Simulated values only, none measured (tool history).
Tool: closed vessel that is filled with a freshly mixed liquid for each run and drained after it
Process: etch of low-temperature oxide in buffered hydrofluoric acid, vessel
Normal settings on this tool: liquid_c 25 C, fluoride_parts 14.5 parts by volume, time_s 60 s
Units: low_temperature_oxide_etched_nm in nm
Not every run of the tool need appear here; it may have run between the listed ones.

run	hour	liquid_c	fluoride_parts	time_s	wafers since the last listed run	hours since the thermometer was replaced	hours since the hydrofluoric acid flow meter was replaced	hours since the gauge calibration	read-back film thickness of the low-temperature oxide reference wafer, read on the same gauge (nm)	low_temperature_oxide_etched_nm
1	0	25	14.5	45	0	449.5	1630.6	302.8	90.02	189.55
2	104.7	25	14.5	45	10925	554.2	1735.3	407.5	89.98	188.67
3	210.8	25	14.5	45	11071	660.3	1841.4	513.6	90.01	188.34
4	266.2	25	14.5	50	5780	715.7	1896.8	569	89.99	213.52
5	303.1	25	16	60	3850	752.6	1933.7	605.9	90.03	230.4
# hour 309.2: hydrofluoric acid flow meter replaced
6	374.1	25	16	60	7304	823.6	64.9	676.9	89.98	203.61
7	434.8	25	14.5	60	6333	884.3	125.6	737.6	89.94	224.84
# hour 442.9: gauge calibrated
8	490.4	27	17	45	5801	939.9	181.2	47.5	89.99	161.99
9	546.8	29	14.5	30	5885	996.3	237.6	103.9	90	141.82
10	644.2	23.5	12	60	10163	1093.7	335	201.3	89.95	256.73
11	694.9	25	19.5	85	5290	1144.4	385.7	252	90	244.75
# hour 757.9: thermometer replaced
12	788.8	25	14.5	60	9693	30.9	479.6	345.9	90.04	231.67
13	873.2	23	17	35	8806	115.3	564	430.3	89.97	104.51
14	970.6	28.5	17	60	10163	212.7	661.4	527.7	90.04	239.8

For some of the steps in low_temperature_oxide_etched_nm from one run to the next: how much would appear even if the tool had no hidden state, given the settings, what came in and random variation, and how much remains for the hidden state plus any gauge scatter that the measured result and the result without hidden state don't share?
Hidden state at play: liquid hotter than its thermometer reads (K); hydrofluoric acid flow above the setpoint (%); gauge reads high (%).
Run 5 -> 6: hydrofluoric acid flow meter replaced. low_temperature_oxide_etched_nm -26.79 nm: hidden state -26.03, all else -0.76.
Run 13 -> 14: liquid_c 23 -> 28.5, time_s 35 -> 60. low_temperature_oxide_etched_nm +135.29 nm: hidden state +6.6, all else +128.69.
